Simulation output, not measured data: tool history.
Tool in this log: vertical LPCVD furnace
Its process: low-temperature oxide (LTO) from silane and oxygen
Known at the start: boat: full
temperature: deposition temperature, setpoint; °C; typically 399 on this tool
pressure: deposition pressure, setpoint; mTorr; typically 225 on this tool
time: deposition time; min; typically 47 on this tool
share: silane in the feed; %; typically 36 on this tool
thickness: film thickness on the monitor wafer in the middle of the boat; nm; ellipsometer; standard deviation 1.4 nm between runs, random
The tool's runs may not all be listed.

run    hour  temperature  pressure  time  share  wafers since the last listed run  hours since the last temperature calibration  hours since the pressure gauge was zeroed  hours since the silane flow controller was replaced  hours since the gauge calibration  read-back reference wafer on the same gauge, thickness  thickness
  1       0          399       225    47     36                                 0                                        1346.1                                     2202.5                                               4023.7                              398.6                                                     345     397.62
  2    31.5          399       225    47     36                               725                                        1377.6                                       2234                                               4055.2                              430.1                                                  344.97     397.26
  3   123.7          399       225    47     36                              2124                                        1469.8                                     2326.2                                               4147.4                              522.3                                                  344.93     398.25
      125.2  -- gauge calibrated
  4   183.9          399       225    47     36                              1387                                          1530                                     2386.4                                               4207.6                               58.7                                                  345.02     397.92
  5   233.8          399       225  59.5     36                              1150                                        1579.9                                     2436.3                                               4257.5                              108.6                                                  345.11     501.49
  6   284.5          399       225  59.5     36                              1168                                        1630.6                                       2487                                               4308.2                              159.3                                                  344.71     502.73
  7   325.7          399       225  59.5     36                               949                                        1671.8                                     2528.2                                               4349.4                              200.5                                                  345.15     503.98
  8   380.2          399       225    47     34                              1256                                        1726.3                                     2582.7                                               4403.9                                255                                                     345     367.22
      415.1  -- pressure gauge zeroed
  9   415.6          399       225    47     34                               262                                        1761.7                                        0.5                                               4439.3                              290.4                                                  344.73     350.03
 10   469.7          399       225  61.5     39                              1246                                        1815.8                                       54.6                                               4493.4                              344.5                                                  344.94     545.23
 11   511.9          407       170  36.5     36                               972                                          1858                                       96.8                                               4535.6                              386.7                                                  344.91     243.19
 12   675.2          399       225    47     36                              3763                                        2021.3                                      260.1                                               4698.9                                550                                                  345.22     382.46
      695.7  -- gauge calibrated
 13   739.9          399       240    32     36                              1491                                          2086                                      324.8                                               4763.6                               44.2                                                  345.11     276.67
      820.8  -- silane flow controller replaced
 14   821.3          399       170    47     36                              1322                                        2167.4                                      406.2                                                  0.5                              125.6                                                  344.89     290.37
 15     839          399       225    47     32                               407                                        2185.1                                      423.9                                                 18.2                              143.3                                                   344.9     326.51
      890.1  -- thermocouples replaced and temperature profile calibrated
 16     948          399       225  34.5     36                              1958                                          57.9                                      532.9                                                127.2                              252.3                                                  344.91     281.28
 17   986.8          392       195    47     36                               894                                          96.7                                      571.7                                                  166                              291.1                                                  344.83     308.59
 18  1032.5          405       250  62.5     36                              1053                                         142.4                                      617.4                                                211.7                              336.8                                                  345.07     610.58
 19  1058.7          399       225    47     31                               603                                         168.6                                      643.6                                                237.9                                363                                                  344.98     315.55
 20    1115          399       225    47     34                              1297                                         224.9                                      699.9                                                294.2                              419.3                                                  344.76      360.3
 21    1185          399       225    47     36                              1613                                         294.9                                      769.9                                                364.2                              489.3                                                  345.14     386.64

5 ways to go on from here, each from the tool as it stands after run 21. What would each give?
  A  1188.9          399       225    47     36                                89                                         298.8                                      773.8                                                368.1                              493.2                                                       ?          ?
  B  1188.9          399       225    57     36                                89                                         298.8                                      773.8                                                368.1                              493.2                                                       ?          ?
  C  1188.9          399       275    47     36                                89                                         298.8                                      773.8                                                368.1                              493.2                                                       ?          ?
  D  1188.9          407       225    47     42                                89                                         298.8                                      773.8                                                368.1                              493.2                                                       ?          ?
  E  1188.9          406       225  31.5     36                                89                                         298.8                                      773.8                                                368.1                              493.2                                                       ?          ?

run  read-back reference wafer on the same gauge, thickness  thickness
  A                                                  345.05     386.47
  B                                                  345.05     468.69
  C                                                  345.05     470.29
  D                                                  345.05     508.67
  E                                                  345.05     280.27
With the hidden condition removed and each run's random variation left untouched, the same runs would have given:
run  thickness
  A     377.22
  B     457.48
  C     461.05
  D      496.5
  E     273.56
